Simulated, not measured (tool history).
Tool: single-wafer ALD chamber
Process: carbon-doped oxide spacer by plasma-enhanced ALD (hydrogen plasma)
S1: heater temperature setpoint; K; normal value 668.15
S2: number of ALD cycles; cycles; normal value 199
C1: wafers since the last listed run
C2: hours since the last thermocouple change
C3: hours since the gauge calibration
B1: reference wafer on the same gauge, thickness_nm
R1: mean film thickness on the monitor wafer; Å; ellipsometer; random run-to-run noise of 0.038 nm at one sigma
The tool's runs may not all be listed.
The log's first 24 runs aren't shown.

run 25 hour=335.3 | S1=668.15 S2=219 | C1=17 C2=2096.3 C3=162.9 | B1=8.430 | R1=106.75
run 26 hour=349.2 | S1=657.15 S2=199 | C1=30 C2=2110.2 C3=176.8 | B1=8.426 | R1=96.35
run 27 hour=357.1 | S1=673.15 S2=178 | C1=17 C2=2118.1 C3=184.7 | B1=8.447 | R1=86.33
run 28 hour=365.7 | S1=680.15 S2=229 | C1=18 C2=2126.7 C3=193.3 | B1=8.441 | R1=108.88
run 29 hour=372.3 | S1=668.15 S2=199 | C1=14 C2=2133.3 C3=199.9 | B1=8.440 | R1=96.90
run 30 hour=389.1 | S1=668.15 S2=199 | C1=36 C2=2150.1 C3=216.7 | B1=8.428 | R1=96.66
run 31 hour=397.5 | S1=678.15 S2=175 | C1=18 C2=2158.5 C3=225.1 | B1=8.442 | R1=83.75
-- hour=407.9 thermocouple changed; heater temperature recalibrated
run 32 hour=414.2 | S1=668.15 S2=199 | C1=18 C2=6.3 C3=241.8 | B1=8.406 | R1=96.65
run 33 hour=420.3 | S1=660.15 S2=234 | C1=13 C2=12.4 C3=247.9 | B1=8.418 | R1=113.05
run 34 hour=432.4 | S1=668.15 S2=199 | C1=26 C2=24.5 C3=260.0 | B1=8.436 | R1=97.59
run 35 hour=447.1 | S1=677.15 S2=182 | C1=32 C2=39.2 C3=274.7 | B1=8.431 | R1=87.28
run 36 hour=456.7 | S1=675.15 S2=229 | C1=20 C2=48.8 C3=284.3 | B1=8.429 | R1=111.02
run 37 hour=462.8 | S1=668.15 S2=199 | C1=13 C2=54.9 C3=290.4 | B1=8.441 | R1=96.43
run 38 hour=479.7 | S1=656.15 S2=174 | C1=36 C2=71.8 C3=307.3 | B1=8.429 | R1=84.53
run 39 hour=488.8 | S1=656.15 S2=221 | C1=19 C2=80.9 C3=316.4 | B1=8.441 | R1=106.92
run 40 hour=500.7 | S1=668.15 S2=199 | C1=25 C2=92.8 C3=328.3 | B1=8.406 | R1=96.37
run 41 hour=516.7 | S1=668.15 S2=166 | C1=34 C2=108.8 C3=344.3 | B1=8.434 | R1=80.25
run 42 hour=528.6 | S1=681.15 S2=224 | C1=25 C2=120.7 C3=356.2 | B1=8.432 | R1=105.42
run 43 hour=535.4 | S1=657.15 S2=236 | C1=14 C2=127.5 C3=363.0 | B1=8.435 | R1=114.04
run 44 hour=549.3 | S1=657.15 S2=172 | C1=30 C2=141.4 C3=376.9 | B1=8.421 | R1=83.80
run 45 hour=559.5 | S1=675.15 S2=199 | C1=22 C2=151.6 C3=387.1 | B1=8.437 | R1=96.10

Below are 4 alternative next runs, each starting from the tool's condition after run 45. Predict each:
run A hour=560.2 | S1=668.15 S2=218 | C1=1 C2=152.3 C3=387.8 | B1=? | R1=?
run B hour=560.2 | S1=683.15 S2=174 | C1=1 C2=152.3 C3=387.8 | B1=? | R1=?
run C hour=560.2 | S1=660.15 S2=212 | C1=1 C2=152.3 C3=387.8 | B1=? | R1=?
run D hour=560.2 | S1=661.15 S2=199 | C1=1 C2=152.3 C3=387.8 | B1=? | R1=?

run=A B1=8.421 R1=106.39
run=B B1=8.421 R1=82.61
run=C B1=8.421 R1=103.46
run=D B1=8.421 R1=97.12
Without the tool's hidden state the same runs would have given:
run=A R1=106.39
run=B R1=82.61
run=C R1=103.46
run=D R1=97.12
